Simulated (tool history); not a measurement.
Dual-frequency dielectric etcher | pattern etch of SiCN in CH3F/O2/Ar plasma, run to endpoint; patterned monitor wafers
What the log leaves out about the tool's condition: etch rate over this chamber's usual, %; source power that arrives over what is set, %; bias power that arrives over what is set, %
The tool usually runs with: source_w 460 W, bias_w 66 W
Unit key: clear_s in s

| run | day | source_w | bias_w | wafers since the last listed run | hours since the last wet clean | hours since the last source power generator calibration | hours since the last bias power generator calibration | hours since the last upper electrode change | incoming incoming film thickness, nm | clear_s |
|---|---|---|---|---|---|---|---|---|---|---|
| 1 | 0 | 460 | 66 | 0 | 444.5 | 3438.4 | 4126.1 | 3596.1 | 13.16 | 33.5 |
|  | 0.071 | wet clean of the chamber |
| 2 | 1.188 | 460 | 66 | 482 | 26.8 | 3466.9 | 4154.6 | 3624.6 | 13.07 | 33.2 |
| 3 | 2.062 | 490 | 66 | 378 | 47.8 | 3487.9 | 4175.6 | 3645.6 | 13.28 | 33 |
| 4 | 3.238 | 490 | 66 | 508 | 76 | 3516.1 | 4203.8 | 3673.8 | 13.22 | 33 |
| 5 | 4.296 | 490 | 66 | 457 | 101.4 | 3541.5 | 4229.2 | 3699.2 | 13.35 | 33.3 |
| 6 | 7.45 | 460 | 66 | 1364 | 177.1 | 3617.2 | 4304.9 | 3774.9 | 13.13 | 33.3 |
|  | 9.262 | source power generator calibrated |
| 7 | 9.283 | 480 | 74 | 721 | 221.1 | 0.5 | 4348.9 | 3818.9 | 13.35 | 31.7 |
| 8 | 10.258 | 460 | 66 | 421 | 244.5 | 23.9 | 4372.3 | 3842.3 | 13.16 | 33.6 |
|  | 10.854 | bias power generator calibrated |
| 9 | 11 | 460 | 66 | 248 | 262.3 | 41.7 | 3.5 | 3860.1 | 13.16 | 33.4 |
| 10 | 11.675 | 380 | 55 | 292 | 278.5 | 57.9 | 19.7 | 3876.3 | 13.25 | 39.4 |
| 11 | 12.708 | 380 | 55 | 447 | 303.3 | 82.7 | 44.5 | 3901.1 | 13.11 | 39.1 |
| 12 | 13.233 | 380 | 55 | 227 | 315.9 | 95.3 | 57.1 | 3913.7 | 13.13 | 39 |
| 13 | 14.325 | 350 | 78 | 472 | 342.1 | 121.5 | 83.3 | 3939.9 | 13.28 | 34.2 |
| 14 | 15.254 | 350 | 57 | 402 | 364.4 | 143.8 | 105.6 | 3962.2 | 13.21 | 39.9 |
|  | 16.446 | wet clean of the chamber |
| 15 | 16.467 | 380 | 55 | 91 | 0.5 | 172.9 | 134.7 | 3991.3 | 13.29 | 39.7 |
| 16 | 17.062 | 460 | 55 | 257 | 14.8 | 187.2 | 149 | 4005.6 | 13.29 | 36.9 |
| 17 | 18.492 | 510 | 72 | 618 | 49.1 | 221.5 | 183.3 | 4039.9 | 13.31 | 31.4 |
| 18 | 19.792 | 360 | 62 | 562 | 80.3 | 252.7 | 214.5 | 4071.1 | 13.31 | 38.2 |
| 19 | 20.975 | 460 | 52 | 511 | 108.7 | 281.1 | 242.9 | 4099.5 | 13.33 | 38.1 |
|  | 22.171 | upper electrode replaced |
| 20 | 22.192 | 500 | 57 | 93 | 137.9 | 310.3 | 272.1 | 0.5 | 13.08 | 34.8 |
| 21 | 22.617 | 460 | 66 | 183 | 148.1 | 320.5 | 282.3 | 10.7 | 13.12 | 33.4 |
| 22 | 26.85 | 460 | 66 | 1831 | 249.7 | 422.1 | 383.9 | 112.3 | 13.2 | 33.4 |
| 23 | 28.046 | 530 | 77 | 517 | 278.4 | 450.8 | 412.6 | 141 | 13.11 | 29.6 |
| 24 | 29.462 | 540 | 74 | 612 | 312.4 | 484.8 | 446.6 | 175 | 13.14 | 30.1 |
| 25 | 30.325 | 460 | 66 | 373 | 333.1 | 505.5 | 467.3 | 195.7 | 13.2 | 33.4 |

Branching from run 25: 4 alternative next runs. What would each branch give?
| A | 30.342 | 460 | 66 | 7 | 333.5 | 505.9 | 467.7 | 196.1 | 13.12 | ? |
| B | 30.342 | 500 | 53 | 7 | 333.5 | 505.9 | 467.7 | 196.1 | 13.12 | ? |
| C | 30.342 | 550 | 59 | 7 | 333.5 | 505.9 | 467.7 | 196.1 | 13.12 | ? |
| D | 30.342 | 570 | 81 | 7 | 333.5 | 505.9 | 467.7 | 196.1 | 13.12 | ? |

| run | clear_s |
|---|---|
| A | 33.4 |
| B | 36.1 |
| C | 33.1 |
| D | 28.1 |
What these runs would have given with no unlogged condition in the tool:
| run | clear_s |
|---|---|
| A | 33.4 |
| B | 36.1 |
| C | 33.1 |
| D | 28.1 |

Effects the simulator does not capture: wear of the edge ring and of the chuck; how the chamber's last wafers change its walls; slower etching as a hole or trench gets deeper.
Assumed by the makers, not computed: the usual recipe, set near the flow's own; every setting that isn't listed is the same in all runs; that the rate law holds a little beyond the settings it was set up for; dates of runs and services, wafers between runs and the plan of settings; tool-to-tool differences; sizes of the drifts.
